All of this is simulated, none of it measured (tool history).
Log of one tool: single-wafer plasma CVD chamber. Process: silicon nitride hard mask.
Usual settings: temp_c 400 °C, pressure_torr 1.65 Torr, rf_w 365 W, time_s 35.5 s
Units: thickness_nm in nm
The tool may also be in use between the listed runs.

| run | hour | temp_c | pressure_torr | rf_w | time_s | wafers since the last listed run | hours since the last thermocouple change | hours since the last RF generator calibration | hours since the last manometer calibration | hours since the showerhead was replaced | hours since the gauge calibration | read-back reference wafer on the same gauge, thickness_nm | thickness_nm |
|---|---|---|---|---|---|---|---|---|---|---|---|---|---|
| 1 | 0.0 | 400 | 1.65 | 340 | 35.5 | 0 | 935.8 | 134.3 | 1655.2 | 5412.5 | 140.9 | 55.466 | 45.333 |
|  | 13.5 | showerhead replaced |
| 2 | 26.6 | 400 | 1.65 | 340 | 35.5 | 336 | 962.4 | 160.9 | 1681.8 | 13.1 | 167.5 | 55.539 | 45.095 |
| 3 | 54.9 | 400 | 1.65 | 365 | 35.5 | 512 | 990.7 | 189.2 | 1710.1 | 41.4 | 195.8 | 55.521 | 46.320 |
| 4 | 90.7 | 400 | 1.65 | 365 | 35.5 | 648 | 1026.5 | 225.0 | 1745.9 | 77.2 | 231.6 | 55.528 | 46.297 |
| 5 | 120.1 | 400 | 1.65 | 365 | 35.5 | 532 | 1055.9 | 254.4 | 1775.3 | 106.6 | 261.0 | 55.514 | 46.226 |
| 6 | 145.0 | 400 | 1.65 | 365 | 35.5 | 451 | 1080.8 | 279.3 | 1800.2 | 131.5 | 285.9 | 55.481 | 46.591 |
| 7 | 158.5 | 400 | 1.82 | 385 | 35.5 | 244 | 1094.3 | 292.8 | 1813.7 | 145.0 | 299.4 | 55.525 | 49.007 |
|  | 177.8 | thermocouple changed; heater temperature recalibrated |
| 8 | 178.3 | 400 | 1.65 | 365 | 35.5 | 213 | 0.5 | 312.6 | 1833.5 | 164.8 | 319.2 | 55.511 | 46.487 |
| 9 | 208.8 | 400 | 1.65 | 400 | 41.5 | 552 | 31.0 | 343.1 | 1864.0 | 195.3 | 349.7 | 55.491 | 56.390 |
| 10 | 231.8 | 385 | 1.47 | 340 | 35.5 | 416 | 54.0 | 366.1 | 1887.0 | 218.3 | 372.7 | 55.510 | 43.407 |
| 11 | 252.2 | 400 | 1.65 | 365 | 35.5 | 369 | 74.4 | 386.5 | 1907.4 | 238.7 | 393.1 | 55.537 | 46.121 |
|  | 265.3 | capacitance manometer re-zeroed and calibrated |
| 12 | 287.9 | 385 | 1.65 | 365 | 35.5 | 501 | 110.1 | 422.2 | 22.6 | 274.4 | 428.8 | 55.478 | 48.047 |
| 13 | 309.5 | 400 | 1.79 | 365 | 35.5 | 391 | 131.7 | 443.8 | 44.2 | 296.0 | 450.4 | 55.512 | 48.579 |
| 14 | 325.9 | 400 | 1.77 | 365 | 35.5 | 297 | 148.1 | 460.2 | 60.6 | 312.4 | 466.8 | 55.490 | 48.329 |
| 15 | 343.6 | 400 | 1.65 | 305 | 29.8 | 320 | 165.8 | 477.9 | 78.3 | 330.1 | 484.5 | 55.506 | 36.786 |
| 16 | 366.3 | 400 | 1.65 | 365 | 35.5 | 411 | 188.5 | 500.6 | 101.0 | 352.8 | 507.2 | 55.515 | 47.061 |
| 17 | 398.9 | 407 | 1.65 | 430 | 31.8 | 590 | 221.1 | 533.2 | 133.6 | 385.4 | 539.8 | 55.485 | 45.030 |
| 18 | 431.3 | 415 | 1.79 | 365 | 37.6 | 586 | 253.5 | 565.6 | 166.0 | 417.8 | 572.2 | 55.557 | 50.511 |
| 19 | 460.2 | 390 | 1.84 | 435 | 35.5 | 523 | 282.4 | 594.5 | 194.9 | 446.7 | 601.1 | 55.521 | 52.757 |
| 20 | 482.9 | 400 | 1.65 | 365 | 35.5 | 411 | 305.1 | 617.2 | 217.6 | 469.4 | 623.8 | 55.435 | 46.885 |
| 21 | 496.3 | 414 | 1.75 | 310 | 41.7 | 242 | 318.5 | 630.6 | 231.0 | 482.8 | 637.2 | 55.496 | 52.315 |
| 22 | 510.0 | 400 | 1.90 | 410 | 41.2 | 248 | 332.2 | 644.3 | 244.7 | 496.5 | 650.9 | 55.472 | 59.979 |
| 23 | 538.7 | 400 | 1.65 | 330 | 30.5 | 519 | 360.9 | 673.0 | 273.4 | 525.2 | 679.6 | 55.491 | 38.441 |
| 24 | 553.3 | 394 | 1.65 | 365 | 35.5 | 264 | 375.5 | 687.6 | 288.0 | 539.8 | 694.2 | 55.496 | 46.646 |
| 25 | 575.3 | 400 | 1.91 | 365 | 41.0 | 398 | 397.5 | 709.6 | 310.0 | 561.8 | 716.2 | 55.502 | 56.741 |
| 26 | 599.6 | 400 | 1.65 | 365 | 35.5 | 440 | 421.8 | 733.9 | 334.3 | 586.1 | 740.5 | 55.522 | 46.508 |
| 27 | 623.9 | 400 | 1.84 | 365 | 39.8 | 440 | 446.1 | 758.2 | 358.6 | 610.4 | 764.8 | 55.515 | 54.207 |
| 28 | 640.6 | 400 | 1.65 | 365 | 35.5 | 302 | 462.8 | 774.9 | 375.3 | 627.1 | 781.5 | 55.454 | 46.448 |
| 29 | 661.0 | 400 | 1.65 | 385 | 35.5 | 369 | 483.2 | 795.3 | 395.7 | 647.5 | 801.9 | 55.508 | 47.472 |

What the log doesn't show, run by run:
wafer temperature above the value expected at the setpoint (K): 0 in every run
gauge reads high (%): 0 in every run
H1: delivered RF power above the setpoint (%)
H2: true pressure above the setpoint (%)
| run | H1 | H2 |
|---|---|---|
| 1 | -2.35 | -7.62 |
| 2 | -2.59 | -7.65 |
| 3 | -2.84 | -7.67 |
| 4 | -3.14 | -7.71 |
| 5 | -3.38 | -7.73 |
| 6 | -3.57 | -7.75 |
| 7 | -3.67 | -7.77 |
| 8 | -3.82 | -7.78 |
| 9 | -4.04 | -7.81 |
| 10 | -4.2 | -7.82 |
| 11 | -4.34 | -7.84 |
| 12 | -4.57 | -0.45 |
| 13 | -4.7 | -0.708 |
| 14 | -4.8 | -0.898 |
| 15 | -4.91 | -1.1 |
| 16 | -5.04 | -1.35 |
| 17 | -5.22 | -1.69 |
| 18 | -5.4 | -2.02 |
| 19 | -5.54 | -2.29 |
| 20 | -5.66 | -2.5 |
| 21 | -5.72 | -2.62 |
| 22 | -5.79 | -2.74 |
| 23 | -5.92 | -2.99 |
| 24 | -5.99 | -3.11 |
| 25 | -6.08 | -3.28 |
| 26 | -6.19 | -3.47 |
| 27 | -6.29 | -3.65 |
| 28 | -6.36 | -3.77 |
| 29 | -6.44 | -3.92 |

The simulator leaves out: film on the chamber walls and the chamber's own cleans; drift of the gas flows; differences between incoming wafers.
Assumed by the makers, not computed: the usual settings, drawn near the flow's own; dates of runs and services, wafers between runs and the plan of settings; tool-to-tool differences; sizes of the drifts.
